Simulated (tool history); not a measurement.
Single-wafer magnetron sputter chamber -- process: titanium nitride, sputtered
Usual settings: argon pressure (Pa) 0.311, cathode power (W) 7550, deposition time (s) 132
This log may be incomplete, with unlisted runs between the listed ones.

run,day,argon pressure (Pa),cathode power (W),deposition time (s),wafers since the last listed run,wafers on the sputter target,hours since the last manometer calibration,hours since the magnet pack was replaced,hours since the gauge calibration,"read-back reference wafer on the same gauge, thickness_nm",mean film thickness on the monitor wafer (angstrom)
1,0.000,0.259,7550,132,0,4943,2371.3,10304.8,475.9,164.968,1790.42
2,1.067,0.259,7550,132,174,5117,2396.9,10330.4,501.5,164.839,1784.13
3,2.104,0.311,7550,132,169,5286,2421.8,10355.3,526.4,165.122,1762.24
4,3.425,0.311,7550,132,215,5502,2453.5,10387.0,558.1,164.951,1767.34
5,4.454,0.311,7550,132,168,5670,2478.2,10411.7,582.8,164.977,1757.50
6,5.300,0.311,7550,119,138,5808,2498.5,10432.0,603.1,165.414,1580.43
7,5.971,0.311,7550,119,109,5918,2514.6,10448.1,619.2,165.185,1594.22
8,7.225,0.311,7550,119,204,6123,2544.7,10478.2,649.3,164.889,1571.10
9,7.962,0.311,7550,132,120,6243,2562.4,10495.9,667.0,164.936,1761.08
10,8.758,0.311,7550,132,129,6373,2581.5,10515.0,686.1,165.263,1773.15
# day 9.692: gauge calibrated
11,10.846,0.311,7550,132,340,6714,2631.6,10565.1,27.7,165.023,1771.84
# day 11.588: capacitance manometer re-zeroed and calibrated
12,11.608,0.311,8000,146,70,6784,0.5,10583.4,46.0,164.925,2063.41
# day 13.229: sputter target and shields replaced
13,13.250,0.311,8000,146,213,3,39.9,10622.8,85.4,165.125,2059.56
14,13.512,0.311,7550,132,42,46,46.2,10629.1,91.7,164.747,1768.49
15,14.221,0.311,7550,132,115,161,63.2,10646.1,108.7,164.932,1763.42
16,14.992,0.410,6100,132,125,287,81.7,10664.6,127.2,164.943,1379.68
17,15.925,0.311,7550,132,152,440,104.1,10687.0,149.6,164.904,1774.47
# day 17.438: magnet pack replaced
18,19.950,0.395,8400,157,603,1043,200.7,60.3,246.2,164.577,2282.24
19,20.692,0.423,7550,153,121,1164,218.5,78.1,264.0,164.865,1982.33

The next listed run, before its measurement:
20,22.025,0.395,8300,132,217,1382,250.5,110.1,296.0,?,?

Run 20 yielded read-back reference wafer on the same gauge, thickness_nm 164.886, mean film thickness on the monitor wafer (angstrom) 1896.21.
Had the tool carried no hidden state, the very same run would have given mean film thickness on the monitor wafer (angstrom) 1896.21.
